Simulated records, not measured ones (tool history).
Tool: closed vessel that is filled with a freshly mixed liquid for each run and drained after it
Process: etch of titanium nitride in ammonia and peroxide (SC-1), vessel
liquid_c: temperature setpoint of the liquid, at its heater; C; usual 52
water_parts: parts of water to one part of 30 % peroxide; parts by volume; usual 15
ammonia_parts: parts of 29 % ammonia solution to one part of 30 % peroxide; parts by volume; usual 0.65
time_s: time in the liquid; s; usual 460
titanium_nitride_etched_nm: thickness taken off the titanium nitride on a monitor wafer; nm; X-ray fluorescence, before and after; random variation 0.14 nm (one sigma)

run,hour,liquid_c,water_parts,ammonia_parts,time_s,"read-back film thickness of the titanium nitride reference wafer, read on the same gauge (nm)",titanium_nitride_etched_nm
1,0,52,20.5,0.65,460,99.99,40
# hour 15.4: gauge calibrated
2,102.6,52,20.5,0.65,460,100.02,39.81
3,176.3,52,20.5,0.65,460,99.99,39.95
4,274.6,52,11,0.65,460,99.99,55.76
5,351.6,52,11,0.65,460,100.01,55.94
6,431.8,52,11,0.65,460,100.03,56.02
7,501.5,46,15,0.65,460,100.01,30.99
8,545.6,46,15,0.65,460,100.01,30.96
# hour 618.5: ammonia flow meter replaced
9,642.5,52,22.5,0.65,460,100.02,37.16
# hour 645.3: new drum of ammonia solution connected
10,744,52,15,0.9,460,100.03,50.13
11,802.2,56.5,15,0.65,270,99.97,37.89
# hour 851.8: thermometer replaced
12,867.4,61,8.5,0.8,630,99.98,164.7
# hour 1026.7: gauge calibrated
13,1121.7,58,15,0.65,460,100.01,71.22
14,1188.1,56,15,0.65,460,100,62.28

Forecast run 15:
15,1245.7,52,18,0.5,310,?,?

{"run 15": {"read-back film thickness of the titanium nitride reference wafer, read on the same gauge (nm)": 100, "titanium_nitride_etched_nm": 27.5}}
Without the tool's hidden state the same run would have given titanium_nitride_etched_nm 27.43 nm.

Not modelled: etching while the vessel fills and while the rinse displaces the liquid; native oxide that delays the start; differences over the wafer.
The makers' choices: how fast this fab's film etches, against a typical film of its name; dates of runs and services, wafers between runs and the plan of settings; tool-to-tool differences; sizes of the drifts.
